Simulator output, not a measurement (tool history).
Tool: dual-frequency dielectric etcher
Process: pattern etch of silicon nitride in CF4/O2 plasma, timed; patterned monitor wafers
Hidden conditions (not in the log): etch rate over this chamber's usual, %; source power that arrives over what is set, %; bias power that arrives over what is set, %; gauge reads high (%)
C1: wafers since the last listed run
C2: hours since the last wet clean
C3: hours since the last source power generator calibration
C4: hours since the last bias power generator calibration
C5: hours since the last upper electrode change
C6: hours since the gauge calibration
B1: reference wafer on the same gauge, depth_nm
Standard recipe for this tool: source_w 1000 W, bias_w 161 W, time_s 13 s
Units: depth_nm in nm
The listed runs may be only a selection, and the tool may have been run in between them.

{"run": 1, "hour": 0.0, "source_w": 1000, "bias_w": 161, "time_s": 13, "C1": 0, "C2": 125.4, "C3": 1641.3, "C4": 2209.9, "C5": 5435.1, "C6": 617.9, "B1": 42.89, "depth_nm": 43.61}
{"run": 2, "hour": 58.2, "source_w": 1000, "bias_w": 161, "time_s": 13, "C1": 759, "C2": 183.6, "C3": 1699.5, "C4": 2268.1, "C5": 5493.3, "C6": 676.1, "B1": 42.9, "depth_nm": 43.76}
{"run": 3, "hour": 85.7, "source_w": 1000, "bias_w": 161, "time_s": 13, "C1": 358, "C2": 211.1, "C3": 1727, "C4": 2295.6, "C5": 5520.8, "C6": 703.6, "B1": 42.9, "depth_nm": 44.06}
{"run": 4, "hour": 114.5, "source_w": 1000, "bias_w": 161, "time_s": 13, "C1": 375, "C2": 239.9, "C3": 1755.8, "C4": 2324.4, "C5": 5549.6, "C6": 732.4, "B1": 42.87, "depth_nm": 44.09}
{"run": 5, "hour": 130.2, "source_w": 1210, "bias_w": 198, "time_s": 9, "C1": 204, "C2": 255.6, "C3": 1771.5, "C4": 2340.1, "C5": 5565.3, "C6": 748.1, "B1": 42.9, "depth_nm": 37.15}
{"run": 6, "hour": 155.0, "source_w": 780, "bias_w": 161, "time_s": 13, "C1": 323, "C2": 280.4, "C3": 1796.3, "C4": 2364.9, "C5": 5590.1, "C6": 772.9, "B1": 42.89, "depth_nm": 37.71}
{"hour": 175.6, "done": "bias power generator calibrated"}
{"run": 7, "hour": 181.7, "source_w": 830, "bias_w": 125, "time_s": 16.5, "C1": 296, "C2": 307.1, "C3": 1823, "C4": 6.1, "C5": 5616.8, "C6": 799.6, "B1": 42.88, "depth_nm": 45.9}
{"run": 8, "hour": 211.1, "source_w": 1090, "bias_w": 172, "time_s": 10.5, "C1": 383, "C2": 336.5, "C3": 1852.4, "C4": 35.5, "C5": 5646.2, "C6": 829, "B1": 42.86, "depth_nm": 39.01}
{"run": 9, "hour": 234.5, "source_w": 1000, "bias_w": 199, "time_s": 14.5, "C1": 305, "C2": 359.9, "C3": 1875.8, "C4": 58.9, "C5": 5669.6, "C6": 852.4, "B1": 42.9, "depth_nm": 53.32}
{"hour": 266.5, "done": "upper electrode replaced"}
{"run": 10, "hour": 267.0, "source_w": 1000, "bias_w": 138, "time_s": 9, "C1": 110, "C2": 392.4, "C3": 1908.3, "C4": 91.4, "C5": 0.5, "C6": 884.9, "B1": 42.92, "depth_nm": 29.4}
{"run": 11, "hour": 280.2, "source_w": 780, "bias_w": 132, "time_s": 13, "C1": 172, "C2": 405.6, "C3": 1921.5, "C4": 104.6, "C5": 13.7, "C6": 898.1, "B1": 42.87, "depth_nm": 35.82}
{"hour": 288.2, "done": "gauge calibrated"}
{"hour": 289.0, "done": "source power generator calibrated"}
{"hour": 305.7, "done": "wet clean of the chamber"}
{"run": 12, "hour": 306.2, "source_w": 1000, "bias_w": 161, "time_s": 13, "C1": 69, "C2": 0.5, "C3": 17.2, "C4": 130.6, "C5": 39.7, "C6": 18, "B1": 42.85, "depth_nm": 43.5}
{"run": 13, "hour": 329.6, "source_w": 1000, "bias_w": 174, "time_s": 13, "C1": 305, "C2": 23.9, "C3": 40.6, "C4": 154, "C5": 63.1, "C6": 41.4, "B1": 42.89, "depth_nm": 44.48}
{"run": 14, "hour": 359.8, "source_w": 1000, "bias_w": 128, "time_s": 13, "C1": 393, "C2": 54.1, "C3": 70.8, "C4": 184.2, "C5": 93.3, "C6": 71.6, "B1": 42.87, "depth_nm": 40.21}
{"run": 15, "hour": 385.0, "source_w": 1000, "bias_w": 161, "time_s": 10, "C1": 328, "C2": 79.3, "C3": 96, "C4": 209.4, "C5": 118.5, "C6": 96.8, "B1": 42.92, "depth_nm": 33.49}
{"run": 16, "hour": 419.4, "source_w": 1110, "bias_w": 190, "time_s": 14.5, "C1": 448, "C2": 113.7, "C3": 130.4, "C4": 243.8, "C5": 152.9, "C6": 131.2, "B1": 42.89, "depth_nm": 55}
{"run": 17, "hour": 446.2, "source_w": 1150, "bias_w": 138, "time_s": 10.5, "C1": 349, "C2": 140.5, "C3": 157.2, "C4": 270.6, "C5": 179.7, "C6": 158, "B1": 42.88, "depth_nm": 36.92}
{"run": 18, "hour": 465.0, "source_w": 1000, "bias_w": 161, "time_s": 13, "C1": 245, "C2": 159.3, "C3": 176, "C4": 289.4, "C5": 198.5, "C6": 176.8, "B1": 42.86, "depth_nm": 43.78}
{"run": 19, "hour": 490.8, "source_w": 1000, "bias_w": 161, "time_s": 13, "C1": 336, "C2": 185.1, "C3": 201.8, "C4": 315.2, "C5": 224.3, "C6": 202.6, "B1": 42.9, "depth_nm": 43.8}
{"run": 20, "hour": 517.0, "source_w": 1250, "bias_w": 173, "time_s": 10, "C1": 341, "C2": 211.3, "C3": 228, "C4": 341.4, "C5": 250.5, "C6": 228.8, "B1": 42.91, "depth_nm": 40.15}
{"run": 21, "hour": 549.1, "source_w": 820, "bias_w": 161, "time_s": 16, "C1": 418, "C2": 243.4, "C3": 260.1, "C4": 373.5, "C5": 282.6, "C6": 260.9, "B1": 42.91, "depth_nm": 47.92}
{"run": 22, "hour": 570.3, "source_w": 1000, "bias_w": 189, "time_s": 15.5, "C1": 276, "C2": 264.6, "C3": 281.3, "C4": 394.7, "C5": 303.8, "C6": 282.1, "B1": 42.88, "depth_nm": 55.61}
{"run": 23, "hour": 594.4, "source_w": 1000, "bias_w": 189, "time_s": 10, "C1": 314, "C2": 288.7, "C3": 305.4, "C4": 418.8, "C5": 327.9, "C6": 306.2, "B1": 42.96, "depth_nm": 35.96}
{"run": 24, "hour": 612.6, "source_w": 1060, "bias_w": 150, "time_s": 13, "C1": 237, "C2": 306.9, "C3": 323.6, "C4": 437, "C5": 346.1, "C6": 324.4, "B1": 42.89, "depth_nm": 44.9}
{"run": 25, "hour": 644.3, "source_w": 1000, "bias_w": 161, "time_s": 13, "C1": 413, "C2": 338.6, "C3": 355.3, "C4": 468.7, "C5": 377.8, "C6": 356.1, "B1": 42.87, "depth_nm": 44.37}
{"run": 26, "hour": 670.7, "source_w": 1000, "bias_w": 161, "time_s": 13, "C1": 344, "C2": 365, "C3": 381.7, "C4": 495.1, "C5": 404.2, "C6": 382.5, "B1": 42.88, "depth_nm": 44.62}
{"run": 27, "hour": 703.0, "source_w": 1000, "bias_w": 134, "time_s": 13, "C1": 421, "C2": 397.3, "C3": 414, "C4": 527.4, "C5": 436.5, "C6": 414.8, "B1": 42.91, "depth_nm": 42}
{"run": 28, "hour": 733.7, "source_w": 920, "bias_w": 136, "time_s": 13, "C1": 400, "C2": 428, "C3": 444.7, "C4": 558.1, "C5": 467.2, "C6": 445.5, "B1": 42.9, "depth_nm": 40.18}
{"run": 29, "hour": 745.8, "source_w": 800, "bias_w": 161, "time_s": 13, "C1": 157, "C2": 440.1, "C3": 456.8, "C4": 570.2, "C5": 479.3, "C6": 457.6, "B1": 42.92, "depth_nm": 38.89}

What if the next run were any one of these 5? Each begins from the tool's condition after run 29:
{"run": "A", "hour": 746.2, "source_w": 1000, "bias_w": 161, "time_s": 13, "C1": 5, "C2": 440.5, "C3": 457.2, "C4": 570.6, "C5": 479.7, "C6": 458, "B1": "?", "depth_nm": "?"}
{"run": "B", "hour": 746.2, "source_w": 1190, "bias_w": 196, "time_s": 14.5, "C1": 5, "C2": 440.5, "C3": 457.2, "C4": 570.6, "C5": 479.7, "C6": 458, "B1": "?", "depth_nm": "?"}
{"run": "C", "hour": 746.2, "source_w": 1000, "bias_w": 161, "time_s": 11, "C1": 5, "C2": 440.5, "C3": 457.2, "C4": 570.6, "C5": 479.7, "C6": 458, "B1": "?", "depth_nm": "?"}
{"run": "D", "hour": 746.2, "source_w": 750, "bias_w": 173, "time_s": 16.5, "C1": 5, "C2": 440.5, "C3": 457.2, "C4": 570.6, "C5": 479.7, "C6": 458, "B1": "?", "depth_nm": "?"}
{"run": "E", "hour": 746.2, "source_w": 1000, "bias_w": 161, "time_s": 14.5, "C1": 5, "C2": 440.5, "C3": 457.2, "C4": 570.6, "C5": 479.7, "C6": 458, "B1": "?", "depth_nm": "?"}

run=A B1=42.94 depth_nm=44.67
run=B B1=42.94 depth_nm=59.81
run=C B1=42.94 depth_nm=37.8
run=D B1=42.94 depth_nm=48.56
run=E B1=42.94 depth_nm=49.82
Without the tool's unlogged condition, the same runs would have read:
run=A depth_nm=43.23
run=B depth_nm=57.88
run=C depth_nm=36.58
run=D depth_nm=47
run=E depth_nm=48.22

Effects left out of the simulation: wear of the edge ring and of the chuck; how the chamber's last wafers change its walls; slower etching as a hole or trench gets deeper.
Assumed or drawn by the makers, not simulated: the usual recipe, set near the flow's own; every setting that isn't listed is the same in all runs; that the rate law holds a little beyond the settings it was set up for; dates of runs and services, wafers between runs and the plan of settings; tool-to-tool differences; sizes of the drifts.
